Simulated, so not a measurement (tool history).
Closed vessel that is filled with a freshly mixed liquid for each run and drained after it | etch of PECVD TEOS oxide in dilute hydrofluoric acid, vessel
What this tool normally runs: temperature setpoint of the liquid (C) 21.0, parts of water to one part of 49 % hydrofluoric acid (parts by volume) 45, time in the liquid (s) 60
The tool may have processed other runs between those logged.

run	hour	temperature setpoint of the liquid (C)	parts of water to one part of 49 % hydrofluoric acid (parts by volume)	time in the liquid (s)	wafers since the last listed run	hours since the thermometer was replaced	hours since the hydrofluoric acid flow meter was replaced	hours since the gauge calibration	read-back film thickness of the PECVD TEOS oxide reference wafer, read on the same gauge (nm)	thickness taken off the PECVD TEOS oxide on a monitor wafer (Å)
1	0.0	21.0	45	60	0	151.3	599.7	1884.7	108.39	379.5
2	77.4	21.0	45	60	6979	228.7	677.1	1962.1	108.21	378.3
3	145.6	21.0	45	60	6149	296.9	745.3	2030.3	108.11	374.9
4	233.0	21.0	50	70	7880	384.3	832.7	2117.7	107.91	392.4
5	307.2	21.0	50	70	6690	458.5	906.9	2191.9	107.73	393.5
6	354.0	21.0	45	80	4220	505.3	953.7	2238.7	107.64	507.9
# hour 385.9: hydrofluoric acid flow meter replaced
7	430.4	21.0	45	80	6798	581.7	44.5	2315.1	107.47	501.3
8	467.6	21.0	45	60	3354	618.9	81.7	2352.3	107.41	375.8
9	541.0	21.0	45	60	6618	692.3	155.1	2425.7	107.21	374.6
10	624.7	21.0	45	60	7547	776.0	238.8	2509.4	107.01	380.8
# hour 708.7: thermometer replaced
11	720.4	21.0	45	60	8539	11.7	334.5	2605.1	106.73	372.5
12	759.1	21.0	45	60	3489	50.4	373.2	2643.8	106.65	373.2
# hour 846.0: gauge calibrated
13	856.2	21.0	45	60	8755	147.5	470.3	10.2	110.23	387.3
14	950.5	21.0	45	60	8503	241.8	564.6	104.5	110.24	385.2
15	1031.9	21.0	45	60	7339	323.2	646.0	185.9	110.19	387.5
16	1119.3	19.0	60	90	7880	410.6	733.4	273.3	110.17	394.3
17	1158.1	17.0	50	45	3498	449.4	772.2	312.1	110.14	216.0
18	1204.5	21.0	45	45	4183	495.8	818.6	358.5	110.15	289.5
19	1255.1	21.0	45	30	4562	546.4	869.2	409.1	110.12	194.3
20	1324.3	18.5	50	90	6239	615.6	938.4	478.3	110.10	470.0
21	1423.4	21.0	25	60	8935	714.7	1037.5	577.4	110.05	716.3
22	1504.4	21.0	45	60	7303	795.7	1118.5	658.4	109.97	380.7
# hour 1512.5: hydrofluoric acid flow meter replaced
23	1588.5	17.5	35	35	7493	879.8	76.0	742.5	109.93	250.7
# hour 1596.5: thermometer replaced
24	1852.8	24.5	60	30	23742	256.3	340.3	1006.8	109.72	163.7
25	1911.6	21.0	45	60	5302	315.1	399.1	1065.6	109.61	380.7
26	2002.0	24.0	45	60	8151	405.5	489.5	1156.0	109.51	435.6
27	2043.8	21.0	45	60	3769	447.3	531.3	1197.8	109.49	382.1
28	2195.4	19.5	45	50	13669	598.9	682.9	1349.4	109.28	301.1
29	2264.1	21.0	35	45	6194	667.6	751.6	1418.1	109.17	373.2
30	2363.5	19.0	60	90	8962	767.0	851.0	1517.5	109.05	385.6
31	2462.8	21.0	50	50	8953	866.3	950.3	1616.8	108.89	282.1
# hour 2477.4: thermometer replaced
# hour 2540.4: hydrofluoric acid flow meter replaced
32	2555.5	21.0	45	60	8178	78.1	15.1	1709.5	108.72	381.4

Below are 5 alternative next runs, each starting from the tool's condition after run 32. Predict each:
A	2556.2	21.0	60	60	63	78.8	15.8	1710.2	?	?
B	2556.2	21.0	55	85	63	78.8	15.8	1710.2	?	?
C	2556.2	17.0	25	50	63	78.8	15.8	1710.2	?	?
D	2556.2	21.0	65	40	63	78.8	15.8	1710.2	?	?
E	2556.2	21.0	45	35	63	78.8	15.8	1710.2	?	?

run	read-back film thickness of the PECVD TEOS oxide reference wafer, read on the same gauge (nm)	thickness taken off the PECVD TEOS oxide on a monitor wafer (Å)
A	108.77	283.0
B	108.77	440.1
C	108.77	496.5
D	108.77	173.1
E	108.77	224.2
Stripped of hidden state, with their random variation kept, the same runs would have yielded:
run	thickness taken off the PECVD TEOS oxide on a monitor wafer (Å)
A	286.3
B	445.2
C	502.3
D	175.1
E	226.8
